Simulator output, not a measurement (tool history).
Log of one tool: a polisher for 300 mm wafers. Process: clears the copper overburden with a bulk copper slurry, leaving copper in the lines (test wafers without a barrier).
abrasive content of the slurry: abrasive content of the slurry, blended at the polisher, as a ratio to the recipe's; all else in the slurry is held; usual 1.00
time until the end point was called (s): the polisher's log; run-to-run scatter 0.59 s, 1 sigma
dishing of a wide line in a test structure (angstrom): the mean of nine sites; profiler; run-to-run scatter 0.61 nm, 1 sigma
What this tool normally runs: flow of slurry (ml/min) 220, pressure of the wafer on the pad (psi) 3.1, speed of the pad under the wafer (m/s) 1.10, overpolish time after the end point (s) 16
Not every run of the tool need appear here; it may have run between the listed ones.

run	hour	flow of slurry (ml/min)	pressure of the wafer on the pad (psi)	speed of the pad under the wafer (m/s)	abrasive content of the slurry	overpolish time after the end point (s)	incoming thickness of the incoming film, nm	time until the end point was called (s)	dishing of a wide line in a test structure (angstrom)
1	0.0	220	3.1	1.10	1.00	16	757.2	75.8	402
# hour 44.3: slurry nozzle cleaned
2	81.4	220	3.1	1.10	1.00	16	777.6	78.8	398
# hour 151.5: worn pad replaced by a new one
3	175.6	220	3.1	1.10	1.00	16	745.8	69.2	412
4	244.0	220	3.1	1.10	1.00	16	748.1	71.4	399
# hour 256.8: head pressure recalibrated
5	298.4	220	3.1	1.10	1.00	16	754.4	67.0	420
6	531.2	220	3.1	1.10	1.20	16	759.8	67.5	412
# hour 593.6: slurry blender recalibrated
7	631.0	220	4.0	1.10	1.00	16	777.9	60.3	422
# hour 668.9: slurry nozzle cleaned
8	683.7	220	3.1	1.10	1.00	16	752.5	73.9	403
# hour 757.8: worn pad replaced by a new one
9	760.9	220	3.1	1.10	1.00	13	773.2	70.0	403
10	799.1	155	3.1	1.10	1.00	10	762.6	71.8	373
11	900.0	245	3.1	1.30	1.00	16	764.5	61.7	410
# hour 950.2: head pressure recalibrated
12	1001.6	220	3.1	0.94	1.25	16	762.7	75.5	408
13	1058.7	220	3.7	0.82	1.20	16	769.9	78.0	404
14	1137.0	220	3.1	1.10	0.80	20	770.7	73.9	411
# hour 1228.4: slurry blender recalibrated
15	1236.1	220	3.1	1.10	1.00	16	763.4	72.0	406
# hour 1273.1: slurry nozzle cleaned
16	1307.1	220	3.1	0.76	1.15	16	744.2	101.3	376
# hour 1333.3: worn pad replaced by a new one
17	1365.4	175	3.1	1.10	1.00	22	751.9	68.8	412
18	1419.4	220	3.1	1.10	1.00	16	752.5	67.7	407
19	1491.0	285	3.1	1.10	1.25	22	755.9	64.6	428
20	1560.6	295	3.4	1.10	1.20	16	763.3	61.7	412
21	1637.7	220	3.1	1.10	1.00	16	761.9	75.8	398
# hour 1642.6: head pressure recalibrated
22	1694.0	220	2.7	1.10	1.00	16	762.6	79.7	397
23	1788.8	220	3.1	1.10	1.00	16	754.2	71.7	402
24	1852.1	200	3.1	0.76	1.00	16	769.9	107.5	375
# hour 1865.2: slurry blender recalibrated
# hour 1915.0: slurry nozzle cleaned
25	1953.2	260	3.1	1.10	1.00	8	772.1	74.2	333
# hour 1985.1: worn pad replaced by a new one
26	1996.1	220	3.1	1.10	1.30	16	758.5	63.3	413
27	2100.6	220	2.7	0.78	0.75	21	762.6	114.6	378

Table of differences, measured result less the result of that run with no hidden state. Run-to-run variation is the same in both. Gauge scatter possibly is not:
Unlogged tool condition in this case: removal rate lost through wear of the pad, %; slurry flow missing at the pad, %; deviation of the head's pressure from its setpoint, %; abrasive missing from the slurry, %.
run	time until the end point was called (s)	dishing of a wide line in a test structure (angstrom)
1	+11.2	-10
2	+13.8	-14
3	+6.2	-8
4	+8.4	-10
5	+3.0	-2
6	+6.8	-6
7	+7.8	-6
8	+10.8	-10
9	+4.4	-7
10	+5.5	-11
11	+7.2	-7
12	+4.2	-3
13	+5.2	-5
14	+6.4	-3
15	+8.1	-7
16	+13.4	-14
17	+2.9	-2
18	+4.1	-5
19	+5.6	-4
20	+7.0	-7
21	+10.9	-12
22	+6.7	-6
23	+7.5	-6
24	+12.9	-14
25	+10.9	-22
26	+2.7	-4
27	+8.8	-9
